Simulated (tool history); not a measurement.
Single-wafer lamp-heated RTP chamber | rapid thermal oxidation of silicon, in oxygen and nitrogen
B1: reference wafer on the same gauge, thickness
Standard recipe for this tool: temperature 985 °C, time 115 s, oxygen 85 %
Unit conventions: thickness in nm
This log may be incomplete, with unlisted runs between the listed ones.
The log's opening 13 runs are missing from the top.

Run 14, day 41.675: usual settings but temperature 994 °C; B1 7.691. Result: thickness 7.000 nm.
At day 43.133: pyrometer window cleaned and pyrometer calibrated.
Run 15, day 43.688: usual settings but oxygen 63 %; B1 7.683. Result: thickness 5.881 nm.
Run 16, day 45.883: usual settings but oxygen 63 %; B1 7.680. Result: thickness 5.878 nm.
Run 17, day 49.625: usual settings but oxygen 63 %; B1 7.670. Result: thickness 5.895 nm.
Run 18, day 51.700: usual settings but oxygen 98 %; B1 7.659. Result: thickness 6.843 nm.
Run 19, day 54.096: usual settings; B1 7.659. Result: thickness 6.530 nm.
Run 20, day 56.062: usual settings but temperature 974 °C, time 60 s; B1 7.661. Result: thickness 4.517 nm.
Run 21, day 59.350: usual settings but temperature 1001 °C; B1 7.659. Result: thickness 7.345 nm.
Run 22, day 62.150: usual settings but time 153 s; B1 7.649. Result: thickness 7.417 nm.
Run 23, day 64.046: usual settings but time 73 s, oxygen 98 %; B1 7.645. Result: thickness 5.609 nm.
At day 64.438: pyrometer window cleaned and pyrometer calibrated.
Run 24, day 68.138: usual settings but temperature 994 °C, oxygen 98 %; B1 7.648. Result: thickness 7.290 nm.
Run 25, day 70.088: usual settings but temperature 976 °C, time 168 s, oxygen 58 %; B1 7.639. Result: thickness 6.283 nm.
Run 26, day 72.338: usual settings but temperature 995 °C; B1 7.636. Result: thickness 7.014 nm.
Run 27, day 75.221: usual settings; B1 7.641. Result: thickness 6.455 nm.
Run 28, day 77.567: usual settings but temperature 995 °C; B1 7.639. Result: thickness 6.990 nm.
Run 29, day 79.575: usual settings but temperature 1006 °C, time 93 s, oxygen 70 %; B1 7.633. Result: thickness 6.436 nm.
Run 30, day 81.958: usual settings but temperature 956 °C, time 85 s, oxygen 76 %; B1 7.640. Result: thickness 4.428 nm.
At day 84.683: oxygen flow controller replaced.
Run 31, day 85.329: usual settings but temperature 969 °C, time 84 s, oxygen 59 %; B1 7.642. Result: thickness 4.460 nm.
At day 87.179: pyrometer window cleaned and pyrometer calibrated.
Run 32, day 88.208: usual settings; B1 7.634. Result: thickness 6.491 nm.
Run 33, day 92.258: usual settings but temperature 1004 °C, oxygen 98 %; B1 7.641. Result: thickness 7.883 nm.
Run 34, day 96.521: usual settings but time 142 s; B1 7.636. Result: thickness 7.122 nm.
At day 99.258: gauge calibrated.
Run 35, day 99.283: usual settings but time 150 s, oxygen 95 %; B1 7.733. Result: thickness 7.715 nm.
Run 36, day 103.146: usual settings but time 70 s, oxygen 65 %; B1 7.708. Result: thickness 4.802 nm.
Run 37, day 106.679: usual settings but temperature 972 °C, oxygen 95 %; B1 7.700. Result: thickness 6.156 nm.
At day 108.854: pyrometer window cleaned and pyrometer calibrated.
Run 38, day 108.875: usual settings but temperature 957 °C, time 148 s, oxygen 98 %; B1 7.696. Result: thickness 6.201 nm.

Each row is a separate what-if for the run after 38, all from the same tool condition, not one after another. Results?
Run A, day 108.892: usual settings but temperature 997 °C; B1 ?. Result: thickness ?.
Run B, day 108.892: usual settings but temperature 1014 °C, time 88 s, oxygen 98 %; B1 ?. Result: thickness ?.
Run C, day 108.892: usual settings but temperature 969 °C, time 136 s, oxygen 98 %; B1 ?. Result: thickness ?.

run     B1  thickness
  A  7.696      7.142
  B  7.696      7.542
  C  7.696      6.553
Without the tool's hidden state the same runs would have given:
run  thickness
  A      7.173
  B      7.576
  C      6.582
